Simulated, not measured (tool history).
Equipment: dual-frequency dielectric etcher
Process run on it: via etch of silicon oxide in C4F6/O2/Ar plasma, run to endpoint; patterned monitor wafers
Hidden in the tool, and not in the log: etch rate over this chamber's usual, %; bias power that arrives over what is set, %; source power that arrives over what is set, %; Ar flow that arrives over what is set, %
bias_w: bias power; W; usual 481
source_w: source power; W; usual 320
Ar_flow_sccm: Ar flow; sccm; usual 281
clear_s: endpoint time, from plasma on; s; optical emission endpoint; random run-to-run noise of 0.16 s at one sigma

run,hour,bias_w,source_w,Ar_flow_sccm,wafers since the last listed run,hours since the last wet clean,hours since the last bias power generator calibration,hours since the last source power generator calibration,hours since the last Ar flow controller change,hours since the last upper electrode change,"incoming incoming film thickness, nm",clear_s
1,0.0,481,320,281,0,640.5,2625.6,1088.4,1060.1,2083.7,123.3,28.3
# hour 47.7: wet clean of the chamber
2,62.9,481,320,281,364,15.2,2688.5,1151.3,1123.0,2146.6,123.8,29.6
3,127.2,481,320,281,602,79.5,2752.8,1215.6,1187.3,2210.9,122.8,29.4
4,209.3,481,320,281,768,161.6,2834.9,1297.7,1269.4,2293.0,122.5,29.1
5,290.4,481,320,281,759,242.7,2916.0,1378.8,1350.5,2374.1,123.3,29.4
6,339.2,481,320,281,456,291.5,2964.8,1427.6,1399.3,2422.9,121.8,28.8
7,433.3,481,320,281,881,385.6,3058.9,1521.7,1493.4,2517.0,121.9,28.8
# hour 481.8: source power generator calibrated
# hour 483.5: bias power generator calibrated
8,497.9,481,320,281,551,450.2,14.4,16.1,1558.0,2581.6,123.4,28.0
9,594.4,387,320,250,903,546.7,110.9,112.6,1654.5,2678.1,123.2,30.6
# hour 621.4: wet clean of the chamber
10,666.3,363,280,302,448,44.9,182.8,184.5,1726.4,2750.0,122.2,35.2
11,715.9,446,320,327,464,94.5,232.4,234.1,1776.0,2799.6,122.8,29.9
12,775.0,481,320,281,553,153.6,291.5,293.2,1835.1,2858.7,123.9,29.0
13,843.5,481,350,281,641,222.1,360.0,361.7,1903.6,2927.2,120.8,26.8
14,944.4,375,320,281,944,323.0,460.9,462.6,2004.5,3028.1,123.0,31.6
15,1045.1,481,390,281,942,423.7,561.6,563.3,2105.2,3128.8,123.2,25.5
16,1129.3,410,320,328,788,507.9,645.8,647.5,2189.4,3213.0,123.4,30.6
# hour 1153.3: Ar flow controller replaced
# hour 1170.1: upper electrode replaced
17,1178.2,596,370,218,244,556.8,694.7,696.4,24.9,8.1,122.4,23.3
# hour 1208.3: wet clean of the chamber
18,1241.5,481,320,281,368,33.2,758.0,759.7,88.2,71.4,122.5,28.7
19,1304.9,481,320,313,593,96.6,821.4,823.1,151.6,134.8,122.7,29.1
20,1350.9,481,290,225,430,142.6,867.4,869.1,197.6,180.8,122.7,30.0
21,1410.7,368,340,222,559,202.4,927.2,928.9,257.4,240.6,123.6,31.1
22,1460.0,545,290,346,461,251.7,976.5,978.2,306.7,289.9,121.2,28.5
23,1522.2,481,320,281,582,313.9,1038.7,1040.4,368.9,352.1,122.6,28.4
24,1619.8,481,260,214,913,411.5,1136.3,1138.0,466.5,449.7,122.5,31.1
25,1698.9,414,340,234,740,490.6,1215.4,1217.1,545.6,528.8,122.6,29.0
26,1761.9,481,320,281,589,553.6,1278.4,1280.1,608.6,591.8,121.9,27.8
# hour 1821.0: wet clean of the chamber
27,1856.6,481,320,281,662,35.6,1373.1,1374.8,703.3,686.5,122.7,28.9
28,1928.6,481,240,281,674,107.6,1445.1,1446.8,775.3,758.5,121.8,33.7

Some steps in clear_s between neighbouring runs. How much of each would the tool show without its hidden state too (settings, what came in, random variation), and how much is left for the hidden state, with any gauge scatter that isn't in both results?
Run 7 -> 8: source power generator calibrated, bias power generator calibrated. clear_s -0.8 s: hidden state -1.1, all else +0.3.
Run 9 -> 10: bias_w 387 -> 363, source_w 320 -> 280, Ar_flow_sccm 250 -> 302, wet clean of the chamber. clear_s +4.6 s: hidden state +0.9, all else +3.7.
Run 14 -> 15: bias_w 375 -> 481, source_w 320 -> 390. clear_s -6.1 s: hidden state +0.0, all else -6.1.
Run 16 -> 17: bias_w 410 -> 596, source_w 320 -> 370, Ar_flow_sccm 328 -> 218, Ar flow controller replaced, upper electrode replaced. clear_s -7.3 s: hidden state +0.1, all else -7.4.
